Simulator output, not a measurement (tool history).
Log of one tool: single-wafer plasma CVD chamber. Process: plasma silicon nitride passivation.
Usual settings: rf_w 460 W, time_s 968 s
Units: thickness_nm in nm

run   hour  rf_w  time_s  read-back reference wafer on the same gauge, thickness_nm  thickness_nm
  1    0.0   460     968                                                   1154.023      1368.847
  2   12.2   460     968                                                   1153.946      1366.505
  3   19.4   460     968                                                   1153.567      1368.573
  4   37.3   460     968                                                   1152.823      1369.141
  5   48.8   460     968                                                   1151.572      1365.332
  6   55.6   460     968                                                   1151.132      1365.661
  7   73.4   510     968                                                   1149.657      1393.231
  8   84.8   510     968                                                   1148.449      1389.588
  9   94.4   460     968                                                   1147.451      1365.513
     104.1  -- RF generator calibrated
     106.6  -- gauge calibrated
 10  110.3   460     968                                                   1160.304      1379.302
 11  127.9   550     968                                                   1160.089      1427.047
 12  138.8   550     968                                                   1160.588      1424.947
 13  149.2   550    1034                                                   1160.092      1526.085
 14  156.9   390     789                                                   1159.800      1087.344
     177.5  -- showerhead replaced
 15  178.0   390    1095                                                   1159.977      1506.619
 16  181.9   460     968                                                   1159.233      1378.875
 17  194.4   500     918                                                   1159.322      1330.564
 18  201.9   530    1094                                                   1158.681      1600.759
 19  216.8   500     818                                                   1158.076      1179.378
 20  225.8   460     850                                                   1158.254      1205.022
 21  236.0   510     845                                                   1157.602      1220.283

5 ways to go on from here, each from the tool as it stands after run 21. What would each give?
  A  236.7   460     968                                                          ?             ?
  B  236.7   410     968                                                          ?             ?
  C  236.7   395     789                                                          ?             ?
  D  236.7   515    1045                                                          ?             ?
  E  236.7   520     853                                                          ?             ?

run  read-back reference wafer on the same gauge, thickness_nm  thickness_nm
  A                                                   1157.451      1373.592
  B                                                   1157.451      1342.393
  C                                                   1157.451      1086.257
  D                                                   1157.451      1517.952
  E                                                   1157.451      1241.585
Without the tool's hidden state the same runs would have given:
run  thickness_nm
  A      1376.787
  B      1345.516
  C      1088.784
  D      1521.484
  E      1244.473

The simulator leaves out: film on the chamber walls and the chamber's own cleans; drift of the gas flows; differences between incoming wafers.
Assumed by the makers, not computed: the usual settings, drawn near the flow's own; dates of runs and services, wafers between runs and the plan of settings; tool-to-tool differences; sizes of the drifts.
